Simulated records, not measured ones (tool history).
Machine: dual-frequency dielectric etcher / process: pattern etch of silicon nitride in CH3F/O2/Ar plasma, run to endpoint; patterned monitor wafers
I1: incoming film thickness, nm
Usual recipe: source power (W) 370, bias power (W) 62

Run 1, hour 0: usual settings but source power (W) 320, bias power (W) 74; I1 45.52. Result: endpoint time (s) 61.9.
Run 2, hour 26.9: usual settings but source power (W) 320, bias power (W) 74; I1 45.82. Result: endpoint time (s) 62.5.
Run 3, hour 60.7: usual settings; I1 46.04. Result: endpoint time (s) 63.9.
Run 4, hour 99.1: usual settings; I1 45.82. Result: endpoint time (s) 63.7.
Run 5, hour 168.3: usual settings; I1 45.29. Result: endpoint time (s) 62.7.
Run 6, hour 195.1: usual settings; I1 45.75. Result: endpoint time (s) 64.
Run 7, hour 221: usual settings but bias power (W) 66; I1 45.16. Result: endpoint time (s) 61.3.
At hour 315.7: wet clean of the chamber.
At hour 391.2: upper electrode replaced, of another model than before.
Run 8, hour 391.7: usual settings but bias power (W) 66; I1 45.22. Result: endpoint time (s) 59.7.
Run 9, hour 423.7: usual settings but source power (W) 390, bias power (W) 50; I1 45.61. Result: endpoint time (s) 72.
Run 10, hour 462.6: usual settings but source power (W) 390, bias power (W) 50; I1 45.26. Result: endpoint time (s) 71.9.
Run 11, hour 530.2: usual settings but source power (W) 390, bias power (W) 50; I1 45.75. Result: endpoint time (s) 72.
At hour 539: bias power generator calibrated.
Run 12, hour 558.3: usual settings but bias power (W) 56; I1 45.25. Result: endpoint time (s) 69.9.
Run 13, hour 664.3: usual settings but bias power (W) 56; I1 45.73. Result: endpoint time (s) 70.
At hour 694.7: wet clean of the chamber.
Run 14, hour 695.2: usual settings; I1 45.14. Result: endpoint time (s) 63.8.
Run 15, hour 730.9: usual settings but source power (W) 450, bias power (W) 54; I1 45.52. Result: endpoint time (s) 62.6.
Run 16, hour 765.3: usual settings; I1 45.64. Result: endpoint time (s) 64.2.
Run 17, hour 811.4: usual settings but source power (W) 390, bias power (W) 78; I1 45.77. Result: endpoint time (s) 53.4.
Run 18, hour 887.1: usual settings but source power (W) 450, bias power (W) 49; I1 45.5. Result: endpoint time (s) 67.8.
Run 19, hour 951.3: usual settings; I1 45.8. Result: endpoint time (s) 64.1.
At hour 979: source power generator calibrated.
Run 20, hour 991: usual settings but source power (W) 290, bias power (W) 54; I1 45.27. Result: endpoint time (s) 84.5.
Run 21, hour 1027.6: usual settings but source power (W) 320, bias power (W) 76; I1 45.15. Result: endpoint time (s) 59.6.
Run 22, hour 1056.8: usual settings but source power (W) 300, bias power (W) 74; I1 45.41. Result: endpoint time (s) 64.5.
Run 23, hour 1082.3: usual settings but source power (W) 320, bias power (W) 55; I1 45.6. Result: endpoint time (s) 77.2.
Run 24, hour 1124: usual settings; I1 45.45. Result: endpoint time (s) 62.9.
At hour 1164.7: wet clean of the chamber.
Run 25, hour 1187.2: usual settings but source power (W) 350, bias power (W) 76; I1 45.3. Result: endpoint time (s) 56.8.
Run 26, hour 1222: usual settings but source power (W) 320, bias power (W) 73; I1 45.37. Result: endpoint time (s) 61.3.
Run 27, hour 1260.8: usual settings but bias power (W) 53; I1 46.05. Result: endpoint time (s) 72.5.

Run 28, settings as shown, results not yet in. Your forecast:
Run 28, hour 1331.7: usual settings but source power (W) 330, bias power (W) 69; I1 45.57. Result: endpoint time (s) ?.

Run 28 produced endpoint time (s) 62.8.
On a tool with no hidden condition, and with the same random variation, this run would have come out at endpoint time (s) 64.9.

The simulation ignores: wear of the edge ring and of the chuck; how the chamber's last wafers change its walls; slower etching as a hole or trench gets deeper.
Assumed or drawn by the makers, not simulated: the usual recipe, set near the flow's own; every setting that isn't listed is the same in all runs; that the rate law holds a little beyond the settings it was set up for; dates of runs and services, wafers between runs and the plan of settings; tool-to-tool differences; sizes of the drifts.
